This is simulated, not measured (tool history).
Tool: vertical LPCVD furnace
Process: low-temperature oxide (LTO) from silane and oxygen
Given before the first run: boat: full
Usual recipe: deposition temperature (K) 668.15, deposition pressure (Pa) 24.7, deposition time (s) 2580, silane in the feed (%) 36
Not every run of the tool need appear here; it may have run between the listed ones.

run	hour	deposition temperature (K)	deposition pressure (Pa)	deposition time (s)	silane in the feed (%)	wafers since the last listed run	hours since the last temperature calibration	hours since the pressure gauge was zeroed	hours since the silane flow controller was replaced	hours since the gauge calibration	read-back reference wafer on the same gauge, thickness	film thickness on the monitor wafer in the middle of the boat (Å)
1	0.0	668.15	24.7	2580	36	0	2540.8	2162.5	5329.8	313.6	241.36	3007.3
2	25.1	668.15	24.7	2580	38	353	2565.9	2187.6	5354.9	338.7	241.15	3231.9
3	51.0	668.15	24.7	2580	38	364	2591.8	2213.5	5380.8	364.6	241.25	3266.5
4	77.7	668.15	24.7	2580	38	376	2618.5	2240.2	5407.5	391.3	240.69	3224.7
5	109.7	668.15	24.7	2580	36	450	2650.5	2272.2	5439.5	423.3	240.81	2990.0
6	128.6	668.15	24.7	2580	36	266	2669.4	2291.1	5458.4	442.2	240.99	3014.9
7	150.4	668.15	24.7	2580	36	307	2691.2	2312.9	5480.2	464.0	241.26	3012.1
8	178.5	676.15	24.7	2580	34	395	2719.3	2341.0	5508.3	492.1	240.84	3057.8
9	195.8	668.15	24.7	2580	36	243	2736.6	2358.3	5525.6	509.4	241.02	2995.3
10	215.1	668.15	24.7	2580	36	271	2755.9	2377.6	5544.9	528.7	241.12	3036.5
# hour 253.2: pressure gauge zeroed
11	253.7	668.15	24.7	2580	36	205	2794.5	0.5	5583.5	567.3	240.86	3006.2
12	262.6	668.15	24.7	2580	36	125	2803.4	9.4	5592.4	576.2	240.92	3051.6
13	293.4	668.15	28.7	2580	36	434	2834.2	40.2	5623.2	607.0	240.89	3505.0
14	308.1	668.15	28.7	2580	36	207	2848.9	54.9	5637.9	621.7	240.64	3534.5
15	329.4	668.15	24.7	2580	36	300	2870.2	76.2	5659.2	643.0	241.10	3025.6
16	347.4	668.15	24.7	2580	36	253	2888.2	94.2	5677.2	661.0	240.82	2999.9
17	373.0	660.15	19.3	2580	29	360	2913.8	119.8	5702.8	686.6	240.66	1578.3
# hour 425.3: silane flow controller replaced
18	425.8	668.15	24.7	2580	41	405	2966.6	172.6	0.5	739.4	241.18	3569.0
19	430.8	668.15	27.3	2580	42	70	2971.6	177.6	5.5	744.4	240.68	4062.0
20	448.7	668.15	24.7	2580	36	252	2989.5	195.5	23.4	762.3	240.57	3025.2
# hour 458.7: gauge calibrated
21	471.1	668.15	22.0	2580	32	315	3011.9	217.9	45.8	12.4	240.92	2285.0
# hour 497.6: thermocouples replaced and temperature profile calibrated
22	498.1	660.15	19.3	2580	29	42	0.5	244.9	72.8	39.4	240.60	1578.6
23	509.5	668.15	19.3	3060	36	160	11.9	256.3	84.2	50.8	241.12	2808.0
24	535.8	668.15	24.7	1860	31	370	38.2	282.6	110.5	77.1	241.41	1769.9
25	555.2	668.15	18.7	2580	36	273	57.6	302.0	129.9	96.5	241.08	2278.0
26	591.0	676.15	24.7	2580	36	504	93.4	337.8	165.7	132.3	241.29	3283.5
27	620.1	668.15	24.7	2580	36	410	122.5	366.9	194.8	161.4	240.27	3020.9
28	648.2	673.15	24.7	2580	36	395	150.6	395.0	222.9	189.5	240.96	3187.2
29	662.2	668.15	27.3	2850	36	197	164.6	409.0	236.9	203.5	240.13	3658.5
30	675.7	668.15	20.0	2580	36	190	178.1	422.5	250.4	217.0	241.04	2457.4

Here are 5 independent what-if runs from the current tool condition. What would each one return?
A	680.8	668.15	28.0	2580	36	71	183.2	427.6	255.5	222.1	?	?
B	680.8	674.15	24.7	2580	43	71	183.2	427.6	255.5	222.1	?	?
C	680.8	663.15	22.0	2280	36	71	183.2	427.6	255.5	222.1	?	?
D	680.8	668.15	21.3	2580	36	71	183.2	427.6	255.5	222.1	?	?
E	680.8	664.15	29.3	2580	36	71	183.2	427.6	255.5	222.1	?	?

run	read-back reference wafer on the same gauge, thickness	film thickness on the monitor wafer in the middle of the boat (Å)
A	241.04	3416.2
B	241.04	3992.8
C	241.04	2237.1
D	241.04	2602.8
E	241.04	3415.4
Without the tool's unlogged condition, the same runs would have read:
run	film thickness on the monitor wafer in the middle of the boat (Å)
A	3416.2
B	3992.8
C	2237.1
D	2602.8
E	3415.4
